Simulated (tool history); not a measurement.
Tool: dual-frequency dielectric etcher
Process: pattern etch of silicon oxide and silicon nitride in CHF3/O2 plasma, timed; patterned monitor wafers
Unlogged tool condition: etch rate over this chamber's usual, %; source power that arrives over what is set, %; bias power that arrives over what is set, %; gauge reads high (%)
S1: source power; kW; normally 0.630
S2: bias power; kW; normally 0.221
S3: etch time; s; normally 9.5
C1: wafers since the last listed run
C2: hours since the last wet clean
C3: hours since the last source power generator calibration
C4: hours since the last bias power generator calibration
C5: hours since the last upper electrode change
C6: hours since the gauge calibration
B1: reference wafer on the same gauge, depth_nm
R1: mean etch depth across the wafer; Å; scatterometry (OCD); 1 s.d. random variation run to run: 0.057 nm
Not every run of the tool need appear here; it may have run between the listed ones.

{"run": 1, "hour": 0.0, "S1": 0.7, "S2": 0.221, "S3": 9.5, "C1": 0, "C2": 316.6, "C3": 1974.4, "C4": 3473.4, "C5": 4341.2, "C6": 112.7, "B1": 14.0, "R1": 162.4}
{"run": 2, "hour": 18.0, "S1": 0.7, "S2": 0.221, "S3": 9.5, "C1": 435, "C2": 334.6, "C3": 1992.4, "C4": 3491.4, "C5": 4359.2, "C6": 130.7, "B1": 14.01, "R1": 160.9}
{"run": 3, "hour": 30.4, "S1": 0.7, "S2": 0.221, "S3": 9.5, "C1": 300, "C2": 347.0, "C3": 2004.8, "C4": 3503.8, "C5": 4371.6, "C6": 143.1, "B1": 13.99, "R1": 162.4}
{"run": 4, "hour": 62.6, "S1": 0.55, "S2": 0.178, "S3": 9.5, "C1": 779, "C2": 379.2, "C3": 2037.0, "C4": 3536.0, "C5": 4403.8, "C6": 175.3, "B1": 14.0, "R1": 130.9}
{"run": 5, "hour": 79.0, "S1": 0.63, "S2": 0.221, "S3": 9.5, "C1": 396, "C2": 395.6, "C3": 2053.4, "C4": 3552.4, "C5": 4420.2, "C6": 191.7, "B1": 14.0, "R1": 152.8}
{"hour": 93.4, "done": "gauge calibrated"}
{"hour": 100.0, "done": "source power generator calibrated"}
{"run": 6, "hour": 104.6, "S1": 0.63, "S2": 0.221, "S3": 9.5, "C1": 522, "C2": 421.2, "C3": 4.6, "C4": 3578.0, "C5": 4445.8, "C6": 11.2, "B1": 14.0, "R1": 152.9}
{"hour": 129.2, "done": "upper electrode replaced"}
{"run": 7, "hour": 129.7, "S1": 0.63, "S2": 0.221, "S3": 9.5, "C1": 26, "C2": 446.3, "C3": 29.7, "C4": 3603.1, "C5": 0.5, "C6": 36.3, "B1": 14.0, "R1": 152.3}
{"run": 8, "hour": 134.8, "S1": 0.56, "S2": 0.166, "S3": 8.5, "C1": 123, "C2": 451.4, "C3": 34.8, "C4": 3608.2, "C5": 5.6, "C6": 41.4, "B1": 14.0, "R1": 113.0}
{"hour": 141.5, "done": "bias power generator calibrated"}
{"run": 9, "hour": 152.6, "S1": 0.63, "S2": 0.221, "S3": 9.5, "C1": 333, "C2": 469.2, "C3": 52.6, "C4": 11.1, "C5": 23.4, "C6": 59.2, "B1": 14.01, "R1": 152.2}
{"hour": 181.4, "done": "wet clean of the chamber"}
{"run": 10, "hour": 181.9, "S1": 0.63, "S2": 0.221, "S3": 12.0, "C1": 128, "C2": 0.5, "C3": 81.9, "C4": 40.4, "C5": 52.7, "C6": 88.5, "B1": 14.0, "R1": 201.1}
{"run": 11, "hour": 202.5, "S1": 0.63, "S2": 0.221, "S3": 9.5, "C1": 498, "C2": 21.1, "C3": 102.5, "C4": 61.0, "C5": 73.3, "C6": 109.1, "B1": 14.0, "R1": 157.2}
{"run": 12, "hour": 215.0, "S1": 0.77, "S2": 0.19, "S3": 9.5, "C1": 302, "C2": 33.6, "C3": 115.0, "C4": 73.5, "C5": 85.8, "C6": 121.6, "B1": 14.0, "R1": 161.7}
{"run": 13, "hour": 243.9, "S1": 0.47, "S2": 0.237, "S3": 11.5, "C1": 699, "C2": 62.5, "C3": 143.9, "C4": 102.4, "C5": 114.7, "C6": 150.5, "B1": 14.01, "R1": 171.1}
{"run": 14, "hour": 268.7, "S1": 0.72, "S2": 0.221, "S3": 9.5, "C1": 600, "C2": 87.3, "C3": 168.7, "C4": 127.2, "C5": 139.5, "C6": 175.3, "B1": 14.0, "R1": 167.1}

Consider 4 possible next runs. They are alternatives, not a sequence: every one starts from the tool as it was left by run 14. What does each give?
{"run": "A", "hour": 269.1, "S1": 0.63, "S2": 0.221, "S3": 9.5, "C1": 9, "C2": 87.7, "C3": 169.1, "C4": 127.6, "C5": 139.9, "C6": 175.7, "B1": "?", "R1": "?"}
{"run": "B", "hour": 269.1, "S1": 0.69, "S2": 0.221, "S3": 10.5, "C1": 9, "C2": 87.7, "C3": 169.1, "C4": 127.6, "C5": 139.9, "C6": 175.7, "B1": "?", "R1": "?"}
{"run": "C", "hour": 269.1, "S1": 0.63, "S2": 0.268, "S3": 9.5, "C1": 9, "C2": 87.7, "C3": 169.1, "C4": 127.6, "C5": 139.9, "C6": 175.7, "B1": "?", "R1": "?"}
{"run": "D", "hour": 269.1, "S1": 0.57, "S2": 0.188, "S3": 7.5, "C1": 9, "C2": 87.7, "C3": 169.1, "C4": 127.6, "C5": 139.9, "C6": 175.7, "B1": "?", "R1": "?"}

run=A B1=13.99 R1=157.0
run=B B1=13.99 R1=180.8
run=C B1=13.99 R1=171.4
run=D B1=13.99 R1=109.7
Without the tool's unlogged condition, the same runs would have read:
run=A R1=158.3
run=B R1=182.3
run=C R1=172.8
run=D R1=110.6
